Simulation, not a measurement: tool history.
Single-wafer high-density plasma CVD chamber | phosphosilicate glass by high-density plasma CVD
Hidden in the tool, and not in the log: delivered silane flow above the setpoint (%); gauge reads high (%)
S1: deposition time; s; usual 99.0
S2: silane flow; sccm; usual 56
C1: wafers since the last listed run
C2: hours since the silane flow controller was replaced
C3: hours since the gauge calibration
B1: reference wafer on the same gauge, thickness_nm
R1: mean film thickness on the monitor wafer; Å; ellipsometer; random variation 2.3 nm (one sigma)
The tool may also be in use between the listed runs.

| run | hour | S1 | S2 | C1 | C2 | C3 | B1 | R1 |
|---|---|---|---|---|---|---|---|---|
| 1 | 0.0 | 105.1 | 56 | 0 | 1485.0 | 88.1 | 522.916 | 6921.59 |
| 2 | 6.6 | 105.1 | 56 | 95 | 1491.6 | 94.7 | 522.969 | 6927.74 |
| 3 | 14.3 | 105.1 | 56 | 110 | 1499.3 | 102.4 | 522.154 | 6865.07 |
| 4 | 29.9 | 99.0 | 56 | 224 | 1514.9 | 118.0 | 523.131 | 6497.08 |
| 5 | 37.4 | 99.0 | 56 | 108 | 1522.4 | 125.5 | 522.020 | 6524.48 |
| 6 | 45.9 | 99.0 | 56 | 122 | 1530.9 | 134.0 | 522.955 | 6510.38 |
| 7 | 62.8 | 99.0 | 56 | 243 | 1547.8 | 150.9 | 522.646 | 6538.00 |
| 8 | 80.1 | 99.0 | 56 | 249 | 1565.1 | 168.2 | 523.857 | 6485.96 |
| 9 | 91.6 | 108.0 | 56 | 165 | 1576.6 | 179.7 | 522.909 | 7139.19 |
| 10 | 104.5 | 99.0 | 56 | 185 | 1589.5 | 192.6 | 523.290 | 6560.75 |
| 11 | 120.1 | 99.0 | 56 | 224 | 1605.1 | 208.2 | 523.430 | 6575.43 |
| 12 | 134.3 | 99.0 | 56 | 204 | 1619.3 | 222.4 | 523.116 | 6514.31 |
| 13 | 142.6 | 99.0 | 56 | 119 | 1627.6 | 230.7 | 522.399 | 6571.41 |
| 14 | 160.5 | 99.0 | 56 | 257 | 1645.5 | 248.6 | 522.312 | 6570.35 |
| 15 | 176.8 | 99.0 | 56 | 234 | 1661.8 | 264.9 | 523.278 | 6573.55 |
|  | 223.3 | silane flow controller replaced |
| 16 | 227.3 | 105.6 | 56 | 612 | 4.0 | 315.4 | 523.034 | 6602.12 |
| 17 | 237.3 | 99.0 | 56 | 144 | 14.0 | 325.4 | 523.064 | 6195.42 |
| 18 | 283.2 | 91.0 | 56 | 661 | 59.9 | 371.3 | 523.077 | 5711.75 |
| 19 | 308.4 | 99.0 | 56 | 363 | 85.1 | 396.5 | 523.077 | 6224.25 |
| 20 | 322.5 | 81.2 | 65 | 203 | 99.2 | 410.6 | 523.621 | 5890.13 |
| 21 | 333.8 | 109.0 | 62 | 162 | 110.5 | 421.9 | 523.412 | 7516.62 |
| 22 | 349.6 | 81.9 | 59 | 227 | 126.3 | 437.7 | 523.792 | 5402.48 |
| 23 | 365.6 | 99.0 | 56 | 230 | 142.3 | 453.7 | 522.752 | 6172.09 |
| 24 | 382.9 | 83.7 | 56 | 249 | 159.6 | 471.0 | 523.106 | 5272.08 |
|  | 389.3 | gauge calibrated |
| 25 | 396.3 | 81.7 | 66 | 193 | 173.0 | 7.0 | 523.010 | 6046.18 |
| 26 | 409.1 | 80.1 | 56 | 184 | 185.8 | 19.8 | 524.027 | 5005.90 |
| 27 | 422.3 | 112.5 | 46 | 190 | 199.0 | 33.0 | 522.921 | 5782.10 |
| 28 | 436.0 | 99.0 | 56 | 197 | 212.7 | 46.7 | 522.128 | 6201.29 |
| 29 | 448.1 | 99.0 | 56 | 174 | 224.8 | 58.8 | 522.864 | 6192.43 |
| 30 | 460.6 | 88.5 | 63 | 180 | 237.3 | 71.3 | 522.678 | 6202.71 |
| 31 | 497.1 | 91.9 | 48 | 525 | 273.8 | 107.8 | 522.645 | 4899.78 |
| 32 | 507.8 | 83.7 | 56 | 154 | 284.5 | 118.5 | 523.003 | 5233.84 |
| 33 | 517.2 | 113.7 | 47 | 135 | 293.9 | 127.9 | 523.626 | 5978.50 |
| 34 | 525.3 | 104.1 | 46 | 116 | 302.0 | 136.0 | 522.105 | 5378.52 |
| 35 | 536.9 | 88.1 | 63 | 167 | 313.6 | 147.6 | 523.259 | 6184.42 |
| 36 | 548.5 | 84.0 | 61 | 167 | 325.2 | 159.2 | 522.987 | 5721.88 |

The tool's hidden state at each run:
gauge reads high (%): 0 in every run
H1: delivered silane flow above the setpoint (%)
| run | H1 |
|---|---|
| 1 | 4.8 |
| 2 | 4.84 |
| 3 | 4.88 |
| 4 | 4.98 |
| 5 | 5.03 |
| 6 | 5.08 |
| 7 | 5.19 |
| 8 | 5.31 |
| 9 | 5.38 |
| 10 | 5.47 |
| 11 | 5.57 |
| 12 | 5.67 |
| 13 | 5.72 |
| 14 | 5.84 |
| 15 | 5.96 |
| 16 | -0.18 |
| 17 | -0.179 |
| 18 | -0.172 |
| 19 | -0.165 |
| 20 | -0.159 |
| 21 | -0.154 |
| 22 | -0.146 |
| 23 | -0.137 |
| 24 | -0.127 |
| 25 | -0.117 |
| 26 | -0.108 |
| 27 | -0.097 |
| 28 | -0.0853 |
| 29 | -0.0742 |
| 30 | -0.0622 |
| 31 | -0.0233 |
| 32 | -0.0108 |
| 33 | 0.00055 |
| 34 | 0.0106 |
| 35 | 0.0255 |
| 36 | 0.041 |
